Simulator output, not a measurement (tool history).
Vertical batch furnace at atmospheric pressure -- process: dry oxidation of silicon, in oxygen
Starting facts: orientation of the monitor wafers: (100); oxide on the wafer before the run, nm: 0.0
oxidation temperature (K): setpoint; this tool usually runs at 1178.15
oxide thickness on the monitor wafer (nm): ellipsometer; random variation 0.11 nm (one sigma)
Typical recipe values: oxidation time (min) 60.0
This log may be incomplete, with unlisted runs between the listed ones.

run   hour  oxidation temperature (K)  oxidation time (min)  read-back reference wafer on the same gauge, thickness  oxide thickness on the monitor wafer (nm)
  1    0.0                    1167.15                  60.0                                                   22.54                                      18.04
  2   29.7                    1178.15                  60.0                                                   22.52                                      19.95
  3   49.3                    1178.15                  60.0                                                   22.45                                      19.96
  4  104.3                    1178.15                  60.0                                                   22.47                                      19.96
  5  139.6                    1178.15                  60.0                                                   22.43                                      19.86
  6  174.7                    1178.15                  60.0                                                   22.41                                      20.02
  7  190.0                    1178.15                  36.5                                                   22.40                                      14.23
  8  209.0                    1178.15                  60.0                                                   22.37                                      19.76
     228.7  -- gauge calibrated
  9  238.5                    1178.15                  60.0                                                   23.07                                      20.48
 10  266.6                    1178.15                  60.0                                                   22.99                                      20.44
 11  284.5                    1178.15                  60.0                                                   23.07                                      20.42
 12  319.2                    1162.15                  69.5                                                   23.01                                      19.04
 13  341.0                    1196.15                  71.5                                                   22.93                                      27.37
 14  355.2                    1178.15                  60.0                                                   22.93                                      20.38
     387.4  -- thermocouples replaced and temperature profile calibrated
     401.0  -- boat lift adjusted
 15  401.5                    1201.15                  42.0                                                   22.92                                      20.25
 16  419.0                    1192.15                  38.5                                                   22.84                                      17.40
 17  445.6                    1178.15                  86.5                                                   22.87                                      25.97
 18  473.5                    1198.15                  60.0                                                   22.91                                      24.85
 19  509.3                    1178.15                  60.0                                                   22.78                                      20.38
 20  543.2                    1178.15                  60.0                                                   22.74                                      20.22
 21  566.2                    1169.15                  41.0                                                   22.78                                      14.28

Run 22 has not been measured yet. What should we expect?
 22  594.2                    1170.15                  81.0                                                       ?                                          ?

Run 22 came out at read-back reference wafer on the same gauge, thickness 22.74, oxide thickness on the monitor wafer (nm) 22.66.
The same run, on a tool lacking any hidden state, would have yielded oxide thickness on the monitor wafer (nm) 22.92.
